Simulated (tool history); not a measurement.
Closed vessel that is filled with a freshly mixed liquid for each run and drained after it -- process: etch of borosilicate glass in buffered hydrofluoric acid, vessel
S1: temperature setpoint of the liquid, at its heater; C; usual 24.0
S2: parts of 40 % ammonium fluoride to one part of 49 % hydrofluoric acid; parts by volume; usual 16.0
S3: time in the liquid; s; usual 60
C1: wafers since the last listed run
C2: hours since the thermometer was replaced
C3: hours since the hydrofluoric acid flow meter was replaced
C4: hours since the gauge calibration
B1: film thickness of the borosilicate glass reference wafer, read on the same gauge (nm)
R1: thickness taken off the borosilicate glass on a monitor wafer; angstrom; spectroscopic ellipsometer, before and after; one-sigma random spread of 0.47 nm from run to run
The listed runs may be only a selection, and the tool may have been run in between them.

run	hour	S1	S2	S3	C1	C2	C3	C4	B1	R1
1	0.0	24.0	13.5	60	0	39.4	897.0	1011.6	40.00	598.7
2	41.9	24.0	13.5	60	5368	81.3	938.9	1053.5	39.98	596.0
3	119.4	24.0	12.0	60	9929	158.8	1016.4	1131.0	40.03	683.0
4	171.2	24.0	12.0	60	6636	210.6	1068.2	1182.8	40.01	672.4
5	238.7	24.0	16.0	60	8648	278.1	1135.7	1250.3	40.03	503.2
6	338.8	24.0	16.0	60	12824	378.2	1235.8	1350.4	39.99	509.3
7	403.6	24.0	16.0	60	8302	443.0	1300.6	1415.2	40.00	506.7
8	510.4	24.0	16.0	60	13683	549.8	1407.4	1522.0	39.98	510.0
9	584.4	24.0	16.0	60	9480	623.8	1481.4	1596.0	39.99	516.5
# hour 632.3: gauge calibrated
10	651.6	24.0	16.0	60	8609	691.0	1548.6	19.3	39.97	522.3
11	694.9	24.0	16.0	60	5547	734.3	1591.9	62.6	40.02	519.6
12	801.2	25.5	16.0	60	13619	840.6	1698.2	168.9	40.04	560.2
13	846.6	25.5	16.0	60	5816	886.0	1743.6	214.3	40.00	571.3
14	920.6	24.0	16.0	90	9480	960.0	1817.6	288.3	40.00	796.9

Run 15 comes next. What will it give?
15	986.0	24.0	13.0	60	8378	1025.4	1883.0	353.7	?	?

{"run 15": {"B1": 40.0, "R1": 641.9}}
Without the tool's hidden state the same run would have given R1 579.6 angstrom.
